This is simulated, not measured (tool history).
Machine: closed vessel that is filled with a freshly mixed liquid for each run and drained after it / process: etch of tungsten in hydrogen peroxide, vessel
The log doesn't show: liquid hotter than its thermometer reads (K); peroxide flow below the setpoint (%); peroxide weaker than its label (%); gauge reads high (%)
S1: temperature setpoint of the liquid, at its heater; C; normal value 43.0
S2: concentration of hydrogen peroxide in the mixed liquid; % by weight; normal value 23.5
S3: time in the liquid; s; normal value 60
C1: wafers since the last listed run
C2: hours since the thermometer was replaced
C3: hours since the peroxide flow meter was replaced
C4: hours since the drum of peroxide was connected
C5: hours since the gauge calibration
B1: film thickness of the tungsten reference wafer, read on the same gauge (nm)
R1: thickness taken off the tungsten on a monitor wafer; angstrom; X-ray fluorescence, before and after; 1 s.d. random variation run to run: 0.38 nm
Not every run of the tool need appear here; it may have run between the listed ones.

{"run": 1, "hour": 0.0, "S1": 43.0, "S2": 23.5, "S3": 60, "C1": 0, "C2": 1172.6, "C3": 290.2, "C4": 546.1, "C5": 370.2, "B1": 89.2, "R1": 1177.5}
{"run": 2, "hour": 30.2, "S1": 43.0, "S2": 23.5, "S3": 60, "C1": 3713, "C2": 1202.8, "C3": 320.4, "C4": 576.3, "C5": 400.4, "B1": 89.16, "R1": 1182.6}
{"run": 3, "hour": 45.9, "S1": 43.0, "S2": 23.5, "S3": 60, "C1": 1930, "C2": 1218.5, "C3": 336.1, "C4": 592.0, "C5": 416.1, "B1": 89.18, "R1": 1172.3}
{"run": 4, "hour": 71.4, "S1": 43.0, "S2": 23.5, "S3": 60, "C1": 3135, "C2": 1244.0, "C3": 361.6, "C4": 617.5, "C5": 441.6, "B1": 89.12, "R1": 1172.0}
{"run": 5, "hour": 92.4, "S1": 43.0, "S2": 21.5, "S3": 85, "C1": 2581, "C2": 1265.0, "C3": 382.6, "C4": 638.5, "C5": 462.6, "B1": 89.09, "R1": 1590.4}
{"run": 6, "hour": 125.6, "S1": 43.0, "S2": 21.5, "S3": 85, "C1": 4081, "C2": 1298.2, "C3": 415.8, "C4": 671.7, "C5": 495.8, "B1": 89.09, "R1": 1578.0}
{"run": 7, "hour": 161.3, "S1": 43.0, "S2": 26.5, "S3": 60, "C1": 4389, "C2": 1333.9, "C3": 451.5, "C4": 707.4, "C5": 531.5, "B1": 89.08, "R1": 1237.1}
{"run": 8, "hour": 196.9, "S1": 43.0, "S2": 23.5, "S3": 60, "C1": 4376, "C2": 1369.5, "C3": 487.1, "C4": 743.0, "C5": 567.1, "B1": 89.03, "R1": 1176.5}
{"run": 9, "hour": 215.6, "S1": 43.0, "S2": 23.5, "S3": 60, "C1": 2299, "C2": 1388.2, "C3": 505.8, "C4": 761.7, "C5": 585.8, "B1": 89.01, "R1": 1169.0}
{"run": 10, "hour": 230.1, "S1": 43.0, "S2": 23.5, "S3": 60, "C1": 1782, "C2": 1402.7, "C3": 520.3, "C4": 776.2, "C5": 600.3, "B1": 89.02, "R1": 1170.7}
{"run": 11, "hour": 247.8, "S1": 43.0, "S2": 19.0, "S3": 60, "C1": 2176, "C2": 1420.4, "C3": 538.0, "C4": 793.9, "C5": 618.0, "B1": 88.99, "R1": 1056.1}
{"run": 12, "hour": 277.2, "S1": 43.0, "S2": 19.0, "S3": 60, "C1": 3614, "C2": 1449.8, "C3": 567.4, "C4": 823.3, "C5": 647.4, "B1": 88.99, "R1": 1055.5}
{"hour": 288.6, "done": "thermometer replaced"}
{"run": 13, "hour": 294.3, "S1": 43.0, "S2": 23.5, "S3": 60, "C1": 1979, "C2": 5.7, "C3": 584.5, "C4": 840.4, "C5": 664.5, "B1": 89.0, "R1": 1167.7}
{"run": 14, "hour": 324.2, "S1": 43.0, "S2": 23.5, "S3": 60, "C1": 3676, "C2": 35.6, "C3": 614.4, "C4": 870.3, "C5": 694.4, "B1": 88.95, "R1": 1168.8}
{"run": 15, "hour": 338.9, "S1": 43.0, "S2": 23.5, "S3": 60, "C1": 1807, "C2": 50.3, "C3": 629.1, "C4": 885.0, "C5": 709.1, "B1": 88.96, "R1": 1170.7}
{"hour": 381.0, "done": "peroxide flow meter replaced"}
{"run": 16, "hour": 411.0, "S1": 43.0, "S2": 23.5, "S3": 90, "C1": 8741, "C2": 122.4, "C3": 30.0, "C4": 957.1, "C5": 781.2, "B1": 88.91, "R1": 1750.9}
{"run": 17, "hour": 431.0, "S1": 35.0, "S2": 26.5, "S3": 85, "C1": 2458, "C2": 142.4, "C3": 50.0, "C4": 977.1, "C5": 801.2, "B1": 88.92, "R1": 1042.5}

Predict the results of run 18:
{"hour": 452.4, "done": "gauge calibrated"}
{"run": 18, "hour": 466.6, "S1": 33.5, "S2": 18.0, "S3": 60, "C1": 4376, "C2": 178.0, "C3": 85.6, "C4": 1012.7, "C5": 14.2, "B1": "?", "R1": "?"}

{"run 18": {"B1": 90.03, "R1": 553.3}}
Take away the tool's hidden state, keep the run-to-run variation as it was, and the same run would have given R1 553.1 angstrom.
